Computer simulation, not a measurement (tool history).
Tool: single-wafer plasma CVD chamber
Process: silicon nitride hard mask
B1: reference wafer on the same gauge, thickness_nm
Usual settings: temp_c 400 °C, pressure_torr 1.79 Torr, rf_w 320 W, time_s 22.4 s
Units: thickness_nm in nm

{"run": 1, "hour": 0.0, "temp_c": 400, "pressure_torr": 1.79, "rf_w": 320, "time_s": 22.4, "B1": 30.665, "thickness_nm": 26.767}
{"run": 2, "hour": 51.1, "temp_c": 400, "pressure_torr": 1.79, "rf_w": 320, "time_s": 22.4, "B1": 30.7, "thickness_nm": 26.959}
{"run": 3, "hour": 96.5, "temp_c": 407, "pressure_torr": 1.52, "rf_w": 320, "time_s": 22.4, "B1": 30.755, "thickness_nm": 25.776}
{"run": 4, "hour": 133.1, "temp_c": 407, "pressure_torr": 1.52, "rf_w": 320, "time_s": 22.4, "B1": 30.83, "thickness_nm": 26.042}
{"run": 5, "hour": 186.3, "temp_c": 400, "pressure_torr": 1.79, "rf_w": 320, "time_s": 22.4, "B1": 30.881, "thickness_nm": 27.238}
{"run": 6, "hour": 218.3, "temp_c": 400, "pressure_torr": 1.79, "rf_w": 320, "time_s": 22.4, "B1": 30.947, "thickness_nm": 27.26}
{"run": 7, "hour": 246.6, "temp_c": 400, "pressure_torr": 1.79, "rf_w": 320, "time_s": 22.4, "B1": 30.927, "thickness_nm": 27.193}
{"run": 8, "hour": 280.3, "temp_c": 400, "pressure_torr": 1.79, "rf_w": 300, "time_s": 22.4, "B1": 30.988, "thickness_nm": 26.118}
{"run": 9, "hour": 309.3, "temp_c": 400, "pressure_torr": 1.79, "rf_w": 300, "time_s": 22.4, "B1": 31.012, "thickness_nm": 26.097}
{"run": 10, "hour": 358.8, "temp_c": 400, "pressure_torr": 1.79, "rf_w": 300, "time_s": 22.4, "B1": 31.078, "thickness_nm": 26.159}
{"hour": 371.6, "done": "gauge calibrated"}
{"run": 11, "hour": 393.4, "temp_c": 397, "pressure_torr": 1.79, "rf_w": 320, "time_s": 24.4, "B1": 29.879, "thickness_nm": 28.667}
{"hour": 431.3, "done": "capacitance manometer re-zeroed and calibrated"}
{"run": 12, "hour": 451.2, "temp_c": 387, "pressure_torr": 1.79, "rf_w": 340, "time_s": 22.4, "B1": 29.946, "thickness_nm": 27.661}
{"run": 13, "hour": 477.0, "temp_c": 400, "pressure_torr": 1.79, "rf_w": 320, "time_s": 24.2, "B1": 29.999, "thickness_nm": 28.302}
{"hour": 508.5, "done": "RF generator calibrated"}
{"run": 14, "hour": 537.2, "temp_c": 400, "pressure_torr": 1.79, "rf_w": 320, "time_s": 22.4, "B1": 30.079, "thickness_nm": 26.476}

Forecast run 15:
{"run": 15, "hour": 567.9, "temp_c": 400, "pressure_torr": 1.79, "rf_w": 320, "time_s": 18.3, "B1": "?", "thickness_nm": "?"}

Run 15 gave B1 30.128, thickness_nm 21.584 nm.
Without the tool's hidden state the same run would have given thickness_nm 21.366 nm.

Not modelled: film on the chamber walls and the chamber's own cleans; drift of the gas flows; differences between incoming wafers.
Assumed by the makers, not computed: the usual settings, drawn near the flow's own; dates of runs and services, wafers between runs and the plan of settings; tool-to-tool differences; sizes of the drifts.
